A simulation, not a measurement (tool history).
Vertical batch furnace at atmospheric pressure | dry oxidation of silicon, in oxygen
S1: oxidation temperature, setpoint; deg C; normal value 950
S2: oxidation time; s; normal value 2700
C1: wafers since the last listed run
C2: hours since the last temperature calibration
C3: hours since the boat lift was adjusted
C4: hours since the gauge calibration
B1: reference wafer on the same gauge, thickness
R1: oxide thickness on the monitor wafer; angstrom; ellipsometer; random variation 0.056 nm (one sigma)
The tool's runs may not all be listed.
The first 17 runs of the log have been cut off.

| run | hour | S1 | S2 | C1 | C2 | C3 | C4 | B1 | R1 |
|---|---|---|---|---|---|---|---|---|---|
| 18 | 471.6 | 950 | 1800 | 447 | 3493.1 | 147.3 | 904.1 | 42.09 | 328.7 |
| 19 | 491.0 | 938 | 2160 | 298 | 3512.5 | 166.7 | 923.5 | 42.11 | 331.1 |
| 20 | 509.9 | 941 | 3750 | 290 | 3531.4 | 185.6 | 942.4 | 42.09 | 419.8 |
| 21 | 530.3 | 950 | 2700 | 313 | 3551.8 | 206.0 | 962.8 | 42.09 | 383.9 |
|  | 543.3 | gauge calibrated |
|  | 560.8 | thermocouples replaced and temperature profile calibrated |
| 22 | 561.3 | 950 | 2700 | 107 | 0.5 | 237.0 | 18.0 | 42.10 | 370.9 |
| 23 | 583.5 | 937 | 3960 | 341 | 22.7 | 259.2 | 40.2 | 42.09 | 405.2 |
| 24 | 599.4 | 941 | 4020 | 244 | 38.6 | 275.1 | 56.1 | 42.07 | 419.1 |
| 25 | 613.6 | 969 | 3330 | 218 | 52.8 | 289.3 | 70.3 | 42.08 | 451.5 |
| 26 | 640.6 | 957 | 2010 | 414 | 79.8 | 316.3 | 97.3 | 42.12 | 344.2 |
| 27 | 668.8 | 959 | 3390 | 433 | 108.0 | 344.5 | 125.5 | 42.09 | 432.7 |
| 28 | 688.7 | 974 | 3720 | 305 | 127.9 | 364.4 | 145.4 | 42.12 | 488.3 |
| 29 | 707.7 | 928 | 2160 | 292 | 146.9 | 383.4 | 164.4 | 42.11 | 306.8 |
| 30 | 730.2 | 970 | 3480 | 345 | 169.4 | 405.9 | 186.9 | 42.09 | 461.7 |
| 31 | 750.6 | 929 | 3420 | 313 | 189.8 | 426.3 | 207.3 | 42.10 | 362.2 |

Run 32 has not been measured yet. What should we expect?
| 32 | 778.3 | 950 | 2700 | 425 | 217.5 | 454.0 | 235.0 | ? | ? |

{"run 32": {"B1": 42.09, "R1": 371.6}}
Take away the tool's hidden state, keep the run-to-run variation as it was, and the same run would have given R1 372.4 angstrom.
